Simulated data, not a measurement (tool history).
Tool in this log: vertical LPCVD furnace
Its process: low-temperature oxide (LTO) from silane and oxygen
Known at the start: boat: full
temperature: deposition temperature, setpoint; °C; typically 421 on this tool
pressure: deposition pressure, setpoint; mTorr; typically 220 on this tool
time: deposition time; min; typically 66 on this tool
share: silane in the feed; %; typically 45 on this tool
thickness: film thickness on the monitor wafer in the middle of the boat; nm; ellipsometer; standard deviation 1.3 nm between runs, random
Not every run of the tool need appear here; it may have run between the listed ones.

run	hour	temperature	pressure	time	share	wafers since the last listed run	hours since the last temperature calibration	hours since the pressure gauge was zeroed	hours since the silane flow controller was replaced	hours since the gauge calibration	read-back reference wafer on the same gauge, thickness	thickness
1	0.0	421	220	66	40	0	4854.2	3405.6	6989.7	180.6	726.97	736.18
2	13.6	421	195	66	45	102	4867.8	3419.2	7003.3	194.2	726.06	737.29
3	31.8	421	195	66	45	137	4886.0	3437.4	7021.5	212.4	725.31	734.77
4	46.8	421	220	66	45	112	4901.0	3452.4	7036.5	227.4	724.47	828.43
5	60.2	421	220	66	45	100	4914.4	3465.8	7049.9	240.8	724.01	827.07
6	76.4	421	220	66	45	121	4930.6	3482.0	7066.1	257.0	723.02	827.92
# hour 89.8: gauge calibrated
7	92.2	421	220	66	45	118	4946.4	3497.8	7081.9	2.4	728.38	830.61
# hour 123.3: silane flow controller replaced
8	123.8	421	220	66	45	57	4978.0	3529.4	0.5	34.0	728.46	831.18
9	129.0	421	220	66	45	39	4983.2	3534.6	5.7	39.2	728.52	835.75
10	134.2	411	185	57	45	39	4988.4	3539.8	10.9	44.4	728.61	546.50
11	151.6	421	195	66	45	131	5005.8	3557.2	28.3	61.8	728.41	739.04
12	173.5	417	240	44	45	164	5027.7	3579.1	50.2	83.7	727.65	583.84
# hour 201.3: thermocouples replaced and temperature profile calibrated
# hour 205.4: pressure gauge zeroed
13	219.6	421	220	66	40	135	18.3	14.2	96.3	129.8	727.15	736.79
14	227.2	432	180	88	38	57	25.9	21.8	103.9	137.4	726.77	846.41
15	242.9	414	220	74	45	118	41.6	37.5	119.6	153.1	726.41	870.04
16	253.5	410	250	66	48	79	52.2	48.1	130.2	163.7	725.77	896.03

Forecast run 17:
17	265.5	427	220	66	45	90	64.2	60.1	142.2	175.7	?	?

For run 17 the tool returned read-back reference wafer on the same gauge, thickness 725.40, thickness 880.60 nm.
With no hidden state in the tool, this same run would have given thickness 884.60 nm.
